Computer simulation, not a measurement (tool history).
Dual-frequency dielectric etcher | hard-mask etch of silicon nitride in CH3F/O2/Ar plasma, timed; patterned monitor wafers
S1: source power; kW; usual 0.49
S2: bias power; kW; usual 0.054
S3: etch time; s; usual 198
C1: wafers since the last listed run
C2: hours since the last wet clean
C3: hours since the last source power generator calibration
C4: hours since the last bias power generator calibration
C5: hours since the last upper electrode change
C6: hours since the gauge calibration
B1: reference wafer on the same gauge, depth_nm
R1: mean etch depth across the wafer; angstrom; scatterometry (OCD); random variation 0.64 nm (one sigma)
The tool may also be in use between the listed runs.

run	hour	S1	S2	S3	C1	C2	C3	C4	C5	C6	B1	R1
1	0	0.49	0.054	198	0	217.8	3219.1	2632	5499.4	124.9	121.9	1309
2	11.6	0.49	0.054	198	89	229.4	3230.7	2643.6	5511	136.5	122	1304
3	29.6	0.55	0.054	198	138	247.4	3248.7	2661.6	5529	154.5	121.9	1391
4	38.8	0.49	0.054	160.5	70	256.6	3257.9	2670.8	5538.2	163.7	122	1051
5	55.7	0.49	0.054	160.5	129	273.5	3274.8	2687.7	5555.1	180.6	121.9	1047
6	65.8	0.49	0.051	198	77	283.6	3284.9	2697.8	5565.2	190.7	121.9	1255
7	80.9	0.49	0.054	173.5	116	298.7	3300	2712.9	5580.3	205.8	122	1125
8	94.9	0.49	0.054	173.5	107	312.7	3314	2726.9	5594.3	219.8	122	1120
9	110.6	0.49	0.054	198	120	328.4	3329.7	2742.6	5610	235.5	122	1285
10	121.9	0.49	0.054	198	86	339.7	3341	2753.9	5621.3	246.8	122	1283
# hour 135.2: bias power generator calibrated
11	135.7	0.49	0.054	198	75	353.5	3354.8	0.5	5635.1	260.6	122	1283
# hour 147: gauge calibrated
# hour 156.6: source power generator calibrated
# hour 160.1: upper electrode replaced, of another model than before
# hour 181.3: wet clean of the chamber
12	182.8	0.55	0.065	198	141	1.5	26.2	47.6	22.7	35.8	122	1617
13	196.3	0.55	0.065	198	103	15	39.7	61.1	36.2	49.3	122	1625
14	213.9	0.49	0.054	198	135	32.6	57.3	78.7	53.8	66.9	122	1345
15	231.6	0.53	0.054	158.5	136	50.3	75	96.4	71.5	84.6	122	1107
16	243.7	0.53	0.044	240.5	93	62.4	87.1	108.5	83.6	96.7	122	1375
17	250.9	0.49	0.042	156	55	69.6	94.3	115.7	90.8	103.9	122	819
18	267	0.4	0.049	198	123	85.7	110.4	131.8	106.9	120	122	1138
19	274.3	0.49	0.054	198	56	93	117.7	139.1	114.2	127.3	122	1348
20	288.1	0.49	0.065	198	106	106.8	131.5	152.9	128	141.1	122.2	1544
21	301.8	0.56	0.059	198	105	120.5	145.2	166.6	141.7	154.8	122	1501
22	308.5	0.49	0.054	198	51	127.2	151.9	173.3	148.4	161.5	121.9	1323

Measured less the same run without the tool's hidden state. The same run-to-run variation is in both; the gauge's scatter may not be:
The hidden state here: etch rate over this chamber's usual, %; source power that arrives over what is set, %; bias power that arrives over what is set, %; gauge reads high (%).
run	R1
1	-53
2	-56
3	-62
4	-49
5	-51
6	-64
7	-59
8	-62
9	-73
10	-76
11	-78
12	-9
13	-12
14	-13
15	-13
16	-18
17	-12
18	-19
19	-24
20	-31
21	-33
22	-30

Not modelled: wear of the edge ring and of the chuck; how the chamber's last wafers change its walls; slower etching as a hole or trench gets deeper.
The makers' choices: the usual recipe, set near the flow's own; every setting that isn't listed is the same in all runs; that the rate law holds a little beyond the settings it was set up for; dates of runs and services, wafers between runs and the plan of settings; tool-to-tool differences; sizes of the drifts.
